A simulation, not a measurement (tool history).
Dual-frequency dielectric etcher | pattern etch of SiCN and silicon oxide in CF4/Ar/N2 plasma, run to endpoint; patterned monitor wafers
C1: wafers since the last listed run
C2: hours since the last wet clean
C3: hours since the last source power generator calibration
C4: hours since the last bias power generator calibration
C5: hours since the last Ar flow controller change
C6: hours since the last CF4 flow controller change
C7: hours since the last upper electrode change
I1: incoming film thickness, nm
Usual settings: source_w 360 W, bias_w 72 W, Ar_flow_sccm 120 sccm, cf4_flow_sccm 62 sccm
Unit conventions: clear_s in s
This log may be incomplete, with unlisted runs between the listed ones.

Run 1, hour 0.0: usual settings but bias_w 83 W; C1 0; C2 420.5; C3 4980.8; C4 4501.4; C5 47.7; C6 3302.4; C7 2006.3; I1 12.72. Result: clear_s 19.4 s.
Run 2, hour 25.5: usual settings but bias_w 83 W; C1 355; C2 446.0; C3 5006.3; C4 4526.9; C5 73.2; C6 3327.9; C7 2031.8; I1 12.73. Result: clear_s 19.4 s.
Run 3, hour 43.5: usual settings but bias_w 83 W; C1 250; C2 464.0; C3 5024.3; C4 4544.9; C5 91.2; C6 3345.9; C7 2049.8; I1 12.64. Result: clear_s 19.5 s.
Run 4, hour 66.1: usual settings but source_w 300 W; C1 314; C2 486.6; C3 5046.9; C4 4567.5; C5 113.8; C6 3368.5; C7 2072.4; I1 12.85. Result: clear_s 25.7 s.
At hour 73.1: source power generator calibrated.
Run 5, hour 95.1: usual settings but source_w 300 W; C1 348; C2 515.6; C3 22.0; C4 4596.5; C5 142.8; C6 3397.5; C7 2101.4; I1 12.62. Result: clear_s 25.6 s.
Run 6, hour 124.1: usual settings; C1 403; C2 544.6; C3 51.0; C4 4625.5; C5 171.8; C6 3426.5; C7 2130.4; I1 12.74. Result: clear_s 20.7 s.
Run 7, hour 136.7: usual settings; C1 175; C2 557.2; C3 63.6; C4 4638.1; C5 184.4; C6 3439.1; C7 2143.0; I1 12.75. Result: clear_s 21.0 s.
Run 8, hour 153.7: usual settings; C1 236; C2 574.2; C3 80.6; C4 4655.1; C5 201.4; C6 3456.1; C7 2160.0; I1 12.77. Result: clear_s 21.0 s.
At hour 193.1: wet clean of the chamber.
Run 9, hour 193.6: usual settings but bias_w 81 W, cf4_flow_sccm 52 sccm; C1 221; C2 0.5; C3 120.5; C4 4695.0; C5 241.3; C6 3496.0; C7 2199.9; I1 12.71. Result: clear_s 19.6 s.
Run 10, hour 205.9: usual settings but cf4_flow_sccm 74 sccm; C1 171; C2 12.8; C3 132.8; C4 4707.3; C5 253.6; C6 3508.3; C7 2212.2; I1 12.80. Result: clear_s 19.2 s.
Run 11, hour 234.4: usual settings but source_w 290 W, cf4_flow_sccm 48 sccm; C1 396; C2 41.3; C3 161.3; C4 4735.8; C5 282.1; C6 3536.8; C7 2240.7; I1 12.80. Result: clear_s 27.2 s.
Run 12, hour 265.2: usual settings but source_w 420 W, bias_w 89 W; C1 428; C2 72.1; C3 192.1; C4 4766.6; C5 312.9; C6 3567.6; C7 2271.5; I1 12.78. Result: clear_s 15.4 s.
Run 13, hour 287.7: usual settings; C1 313; C2 94.6; C3 214.6; C4 4789.1; C5 335.4; C6 3590.1; C7 2294.0; I1 12.62. Result: clear_s 19.9 s.
At hour 296.3: CF4 flow controller replaced.
At hour 308.1: bias power generator calibrated.
Run 14, hour 308.6: usual settings but cf4_flow_sccm 47 sccm; C1 151; C2 115.5; C3 235.5; C4 0.5; C5 356.3; C6 12.3; C7 2314.9; I1 12.81. Result: clear_s 21.5 s.
Run 15, hour 320.4: usual settings but source_w 290 W, bias_w 56 W, Ar_flow_sccm 110 sccm, cf4_flow_sccm 68 sccm; C1 164; C2 127.3; C3 247.3; C4 12.3; C5 368.1; C6 24.1; C7 2326.7; I1 12.65. Result: clear_s 27.5 s.
Run 16, hour 346.2: usual settings but Ar_flow_sccm 128 sccm; C1 359; C2 153.1; C3 273.1; C4 38.1; C5 393.9; C6 49.9; C7 2352.5; I1 12.80. Result: clear_s 20.4 s.
At hour 388.0: upper electrode replaced.
Run 17, hour 388.5: usual settings but bias_w 90 W; C1 254; C2 195.4; C3 315.4; C4 80.4; C5 436.2; C6 92.2; C7 0.5; I1 12.65. Result: clear_s 18.3 s.
Run 18, hour 475.9: usual settings but source_w 390 W, bias_w 86 W; C1 1216; C2 282.8; C3 402.8; C4 167.8; C5 523.6; C6 179.6; C7 87.9; I1 12.65. Result: clear_s 17.2 s.
Run 19, hour 509.5: usual settings; C1 467; C2 316.4; C3 436.4; C4 201.4; C5 557.2; C6 213.2; C7 121.5; I1 12.76. Result: clear_s 20.5 s.
Run 20, hour 538.4: usual settings but Ar_flow_sccm 96 sccm, cf4_flow_sccm 72 sccm; C1 402; C2 345.3; C3 465.3; C4 230.3; C5 586.1; C6 242.1; C7 150.4; I1 12.65. Result: clear_s 19.2 s.
Run 21, hour 555.7: usual settings; C1 240; C2 362.6; C3 482.6; C4 247.6; C5 603.4; C6 259.4; C7 167.7; I1 12.69. Result: clear_s 20.2 s.
Run 22, hour 576.6: usual settings but Ar_flow_sccm 92 sccm; C1 290; C2 383.5; C3 503.5; C4 268.5; C5 624.3; C6 280.3; C7 188.6; I1 12.78. Result: clear_s 19.7 s.
Run 23, hour 599.0: usual settings; C1 311; C2 405.9; C3 525.9; C4 290.9; C5 646.7; C6 302.7; C7 211.0; I1 12.69. Result: clear_s 20.8 s.

Describe how what the log doesn't record of the tool's condition differs between the last listed run preceding each entry between runs and the first listed run following it.
Runs 4 to 5: source power generator calibrated (hour 73.1)
  etch rate over this chamber's usual, %: -4.55 -> -4.82
  the result without the hidden state subtracted from the measured one, clear_s: +1.2 -> +1.2 s
Runs 8 to 9: wet clean of the chamber (hour 193.1)
  etch rate over this chamber's usual, %: -5.37 -> 0.443
  the result without the hidden state subtracted from the measured one, clear_s: +1.1 -> -0.1 s
Runs 13 to 14: CF4 flow controller replaced (hour 296.3); bias power generator calibrated (hour 308.1)
  etch rate over this chamber's usual, %: -0.44 -> -0.636
  the result without the hidden state subtracted from the measured one, clear_s: +0.1 -> +0.1 s
Runs 16 to 17: upper electrode replaced (hour 388.0)
  etch rate over this chamber's usual, %: -0.989 -> -1.39
  the result without the hidden state subtracted from the measured one, clear_s: +0.2 -> +0.3 s
